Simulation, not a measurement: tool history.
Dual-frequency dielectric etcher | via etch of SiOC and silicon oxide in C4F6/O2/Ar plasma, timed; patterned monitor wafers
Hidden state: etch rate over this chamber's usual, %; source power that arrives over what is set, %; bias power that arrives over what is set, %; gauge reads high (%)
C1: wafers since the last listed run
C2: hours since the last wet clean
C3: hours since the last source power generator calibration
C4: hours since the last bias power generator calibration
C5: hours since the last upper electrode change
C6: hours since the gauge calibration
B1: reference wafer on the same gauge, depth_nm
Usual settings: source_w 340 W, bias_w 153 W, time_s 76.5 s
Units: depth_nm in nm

run 1 hour=0 | source_w=340 bias_w=153 time_s=76.5 | C1=0 C2=254.2 C3=968.7 C4=3092.3 C5=5216.9 C6=1831.2 | B1=82.2 | depth_nm=72.8
run 2 hour=50.4 | source_w=340 bias_w=153 time_s=76.5 | C1=362 C2=304.6 C3=1019.1 C4=3142.7 C5=5267.3 C6=1881.6 | B1=82 | depth_nm=74
run 3 hour=104 | source_w=290 bias_w=153 time_s=76.5 | C1=386 C2=358.2 C3=1072.7 C4=3196.3 C5=5320.9 C6=1935.2 | B1=82.1 | depth_nm=66.8
run 4 hour=193.3 | source_w=290 bias_w=153 time_s=76.5 | C1=643 C2=447.5 C3=1162 C4=3285.6 C5=5410.2 C6=2024.5 | B1=82.2 | depth_nm=67.4
-- hour=247.7 gauge calibrated
-- hour=347.7 wet clean of the chamber
run 5 hour=387.8 | source_w=400 bias_w=153 time_s=65.5 | C1=1227 C2=40.1 C3=1356.5 C4=3480.1 C5=5604.7 C6=140.1 | B1=82.1 | depth_nm=67
run 6 hour=432.7 | source_w=400 bias_w=153 time_s=65.5 | C1=323 C2=85 C3=1401.4 C4=3525 C5=5649.6 C6=185 | B1=82.1 | depth_nm=67
run 7 hour=510.9 | source_w=400 bias_w=153 time_s=65.5 | C1=563 C2=163.2 C3=1479.6 C4=3603.2 C5=5727.8 C6=263.2 | B1=82.2 | depth_nm=67.5
run 8 hour=602 | source_w=340 bias_w=153 time_s=76.5 | C1=656 C2=254.3 C3=1570.7 C4=3694.3 C5=5818.9 C6=354.3 | B1=82 | depth_nm=72.5
run 9 hour=654.6 | source_w=340 bias_w=153 time_s=76.5 | C1=378 C2=306.9 C3=1623.3 C4=3746.9 C5=5871.5 C6=406.9 | B1=82.1 | depth_nm=72.7
-- hour=661.1 source power generator calibrated
run 10 hour=754.2 | source_w=340 bias_w=153 time_s=76.5 | C1=688 C2=406.5 C3=93.1 C4=3846.5 C5=5971.1 C6=506.5 | B1=82 | depth_nm=75
run 11 hour=831.1 | source_w=340 bias_w=153 time_s=76.5 | C1=553 C2=483.4 C3=170 C4=3923.4 C5=6048 C6=583.4 | B1=82.1 | depth_nm=74.3
run 12 hour=882.3 | source_w=390 bias_w=142 time_s=76.5 | C1=368 C2=534.6 C3=221.2 C4=3974.6 C5=6099.2 C6=634.6 | B1=82 | depth_nm=79.2
-- hour=910.7 wet clean of the chamber
run 13 hour=922.7 | source_w=340 bias_w=153 time_s=76.5 | C1=118 C2=12 C3=261.6 C4=4015 C5=6139.6 C6=675 | B1=81.9 | depth_nm=72.9
-- hour=970.5 upper electrode replaced
-- hour=973 bias power generator calibrated
run 14 hour=973.5 | source_w=340 bias_w=153 time_s=76.5 | C1=175 C2=62.8 C3=312.4 C4=0.5 C5=3 C6=725.8 | B1=82.1 | depth_nm=71.8
run 15 hour=1033 | source_w=370 bias_w=153 time_s=76.5 | C1=428 C2=122.3 C3=371.9 C4=60 C5=62.5 C6=785.3 | B1=82 | depth_nm=76.8
run 16 hour=1234.7 | source_w=340 bias_w=183 time_s=92 | C1=1452 C2=324 C3=573.6 C4=261.7 C5=264.2 C6=987 | B1=82.2 | depth_nm=93.4
run 17 hour=1285.4 | source_w=270 bias_w=188 time_s=65.5 | C1=365 C2=374.7 C3=624.3 C4=312.4 C5=314.9 C6=1037.7 | B1=82 | depth_nm=57.8
run 18 hour=1383.5 | source_w=400 bias_w=186 time_s=58 | C1=706 C2=472.8 C3=722.4 C4=410.5 C5=413 C6=1135.8 | B1=82.2 | depth_nm=65.8
run 19 hour=1461.2 | source_w=340 bias_w=153 time_s=76.5 | C1=559 C2=550.5 C3=800.1 C4=488.2 C5=490.7 C6=1213.5 | B1=82.1 | depth_nm=74.2
-- hour=1514.1 wet clean of the chamber
run 20 hour=1540.2 | source_w=340 bias_w=153 time_s=76.5 | C1=396 C2=26.1 C3=879.1 C4=567.2 C5=569.7 C6=1292.5 | B1=82.2 | depth_nm=71.1
run 21 hour=1620.6 | source_w=340 bias_w=141 time_s=92 | C1=579 C2=106.5 C3=959.5 C4=647.6 C5=650.1 C6=1372.9 | B1=82.1 | depth_nm=82.8
run 22 hour=1714.1 | source_w=400 bias_w=167 time_s=86.5 | C1=673 C2=200 C3=1053 C4=741.1 C5=743.6 C6=1466.4 | B1=82.1 | depth_nm=91.5
run 23 hour=1778.4 | source_w=340 bias_w=180 time_s=76.5 | C1=463 C2=264.3 C3=1117.3 C4=805.4 C5=807.9 C6=1530.7 | B1=82.1 | depth_nm=75.8
run 24 hour=1886.4 | source_w=340 bias_w=153 time_s=76.5 | C1=777 C2=372.3 C3=1225.3 C4=913.4 C5=915.9 C6=1638.7 | B1=82.1 | depth_nm=72.3
run 25 hour=1985.4 | source_w=300 bias_w=176 time_s=94.5 | C1=712 C2=471.3 C3=1324.3 C4=1012.4 C5=1014.9 C6=1737.7 | B1=82.1 | depth_nm=87.2
run 26 hour=2043.2 | source_w=340 bias_w=153 time_s=76.5 | C1=416 C2=529.1 C3=1382.1 C4=1070.2 C5=1072.7 C6=1795.5 | B1=81.9 | depth_nm=72.8
-- hour=2070.6 source power generator calibrated
-- hour=2083.8 gauge calibrated
run 27 hour=2085.6 | source_w=410 bias_w=128 time_s=83.5 | C1=276 C2=571.5 C3=15 C4=1112.6 C5=1115.1 C6=1.8 | B1=82 | depth_nm=87.7
run 28 hour=2126.5 | source_w=370 bias_w=153 time_s=91.5 | C1=294 C2=612.4 C3=55.9 C4=1153.5 C5=1156 C6=42.7 | B1=82 | depth_nm=96.1
-- hour=2170.1 wet clean of the chamber
run 29 hour=2185.9 | source_w=370 bias_w=143 time_s=60 | C1=254 C2=15.8 C3=115.3 C4=1212.9 C5=1215.4 C6=102.1 | B1=82.1 | depth_nm=58.8
run 30 hour=2272.2 | source_w=370 bias_w=117 time_s=56 | C1=621 C2=102.1 C3=201.6 C4=1299.2 C5=1301.7 C6=188.4 | B1=82 | depth_nm=51.2

3 ways to go on from here, each from the tool as it stands after run 30. What would each give?
run A hour=2272.6 | source_w=340 bias_w=170 time_s=76.5 | C1=2 C2=102.5 C3=202 C4=1299.6 C5=1302.1 C6=188.8 | B1=? | depth_nm=?
run B hour=2272.6 | source_w=340 bias_w=180 time_s=97 | C1=2 C2=102.5 C3=202 C4=1299.6 C5=1302.1 C6=188.8 | B1=? | depth_nm=?
run C hour=2272.6 | source_w=410 bias_w=124 time_s=87 | C1=2 C2=102.5 C3=202 C4=1299.6 C5=1302.1 C6=188.8 | B1=? | depth_nm=?

run=A B1=82.1 depth_nm=75.9
run=B B1=82.1 depth_nm=98.2
run=C B1=82.1 depth_nm=86.6
Without the tool's hidden state the same runs would have given:
run=A depth_nm=76.1
run=B depth_nm=98.5
run=C depth_nm=86.8
